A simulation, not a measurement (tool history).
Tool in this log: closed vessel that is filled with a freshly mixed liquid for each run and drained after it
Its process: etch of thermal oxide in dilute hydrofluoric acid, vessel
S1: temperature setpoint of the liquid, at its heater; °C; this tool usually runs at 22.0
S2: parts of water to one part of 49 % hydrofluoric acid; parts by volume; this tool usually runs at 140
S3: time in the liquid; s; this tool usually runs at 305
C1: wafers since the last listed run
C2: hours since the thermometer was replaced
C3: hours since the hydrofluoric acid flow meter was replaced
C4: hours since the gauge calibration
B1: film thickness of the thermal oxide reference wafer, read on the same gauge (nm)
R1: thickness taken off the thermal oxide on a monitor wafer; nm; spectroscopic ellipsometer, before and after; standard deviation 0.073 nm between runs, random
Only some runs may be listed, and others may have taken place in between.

| run | day | S1 | S2 | S3 | C1 | C2 | C3 | C4 | B1 | R1 |
|---|---|---|---|---|---|---|---|---|---|---|
| 1 | 0.000 | 22.0 | 155 | 305 | 0 | 2906.5 | 1120.6 | 253.3 | 79.97 | 8.32 |
| 2 | 0.379 | 22.0 | 140 | 305 | 933 | 2915.6 | 1129.7 | 262.4 | 80.00 | 9.45 |
| 3 | 0.900 | 22.0 | 140 | 305 | 1282 | 2928.1 | 1142.2 | 274.9 | 80.02 | 9.50 |
| 4 | 1.338 | 22.0 | 140 | 305 | 1076 | 2938.6 | 1152.7 | 285.4 | 80.01 | 9.33 |
| 5 | 1.838 | 22.0 | 140 | 305 | 1230 | 2950.6 | 1164.7 | 297.4 | 80.00 | 9.22 |
| 6 | 2.096 | 22.0 | 125 | 305 | 635 | 2956.8 | 1170.9 | 303.6 | 80.01 | 10.74 |
| 7 | 2.654 | 22.0 | 140 | 205 | 1374 | 2970.2 | 1184.3 | 317.0 | 80.01 | 6.38 |
| 8 | 3.188 | 22.0 | 140 | 305 | 1312 | 2983.0 | 1197.1 | 329.8 | 80.01 | 9.34 |
| 9 | 3.567 | 22.0 | 140 | 305 | 933 | 2992.1 | 1206.2 | 338.9 | 80.01 | 9.44 |
| 10 | 4.162 | 25.0 | 140 | 350 | 1466 | 3006.4 | 1220.5 | 353.2 | 80.00 | 12.35 |
| 11 | 4.788 | 25.0 | 140 | 350 | 1538 | 3021.4 | 1235.5 | 368.2 | 80.00 | 12.12 |
| 12 | 5.246 | 22.0 | 140 | 305 | 1128 | 3032.4 | 1246.5 | 379.2 | 80.02 | 9.46 |
| 13 | 5.812 | 22.0 | 140 | 305 | 1394 | 3046.0 | 1260.1 | 392.8 | 80.00 | 9.50 |
| 14 | 6.504 | 22.0 | 140 | 305 | 1702 | 3062.6 | 1276.7 | 409.4 | 80.02 | 9.51 |
|  | 7.079 | hydrofluoric acid flow meter replaced |
| 15 | 7.154 | 22.0 | 140 | 305 | 1497 | 3078.2 | 1.8 | 425.0 | 80.00 | 8.31 |
|  | 7.375 | gauge calibrated |
| 16 | 7.800 | 25.0 | 140 | 430 | 1589 | 3093.7 | 17.3 | 10.2 | 80.00 | 13.08 |
| 17 | 8.392 | 22.0 | 140 | 305 | 1456 | 3107.9 | 31.5 | 24.4 | 80.00 | 8.39 |
| 18 | 8.812 | 25.0 | 140 | 305 | 1035 | 3118.0 | 41.6 | 34.5 | 80.00 | 9.30 |
| 19 | 9.525 | 25.0 | 80 | 305 | 1753 | 3135.1 | 58.7 | 51.6 | 80.00 | 17.51 |
|  | 10.054 | thermometer replaced |
| 20 | 10.075 | 22.0 | 85 | 305 | 1251 | 0.5 | 71.9 | 64.8 | 80.02 | 14.47 |
| 21 | 10.638 | 22.0 | 140 | 305 | 1384 | 14.0 | 85.4 | 78.3 | 80.00 | 8.36 |
| 22 | 11.162 | 20.0 | 140 | 305 | 1292 | 26.6 | 98.0 | 90.9 | 80.02 | 7.77 |
| 23 | 11.862 | 22.0 | 90 | 305 | 1723 | 43.4 | 114.8 | 107.7 | 80.00 | 13.91 |
| 24 | 13.579 | 22.0 | 190 | 475 | 4225 | 84.6 | 156.0 | 148.9 | 79.99 | 9.11 |
| 25 | 14.004 | 22.0 | 180 | 150 | 1046 | 94.8 | 166.2 | 159.1 | 79.98 | 3.06 |
| 26 | 14.633 | 25.5 | 95 | 485 | 1548 | 109.9 | 181.3 | 174.2 | 80.00 | 23.92 |
| 27 | 15.275 | 26.0 | 185 | 305 | 1579 | 125.3 | 196.7 | 189.6 | 80.01 | 7.14 |
| 28 | 15.750 | 22.0 | 120 | 180 | 1169 | 136.7 | 208.1 | 201.0 | 79.99 | 6.06 |
| 29 | 16.308 | 22.0 | 140 | 305 | 1374 | 150.1 | 221.5 | 214.4 | 79.99 | 8.40 |
| 30 | 16.588 | 18.5 | 90 | 430 | 687 | 156.8 | 228.2 | 221.1 | 79.99 | 16.93 |

Alternative continuations, all from the tool just after run 30; predict every row:
| A | 16.617 | 22.0 | 140 | 120 | 71 | 157.5 | 228.9 | 221.8 | ? | ? |
| B | 16.617 | 22.0 | 175 | 215 | 71 | 157.5 | 228.9 | 221.8 | ? | ? |
| C | 16.617 | 20.0 | 210 | 415 | 71 | 157.5 | 228.9 | 221.8 | ? | ? |

| run | B1 | R1 |
|---|---|---|
| A | 80.01 | 3.30 |
| B | 80.01 | 4.56 |
| C | 80.01 | 6.56 |
Stripped of hidden state, with their random variation kept, the same runs would have yielded:
| run | R1 |
|---|---|
| A | 3.18 |
| B | 4.39 |
| C | 6.32 |

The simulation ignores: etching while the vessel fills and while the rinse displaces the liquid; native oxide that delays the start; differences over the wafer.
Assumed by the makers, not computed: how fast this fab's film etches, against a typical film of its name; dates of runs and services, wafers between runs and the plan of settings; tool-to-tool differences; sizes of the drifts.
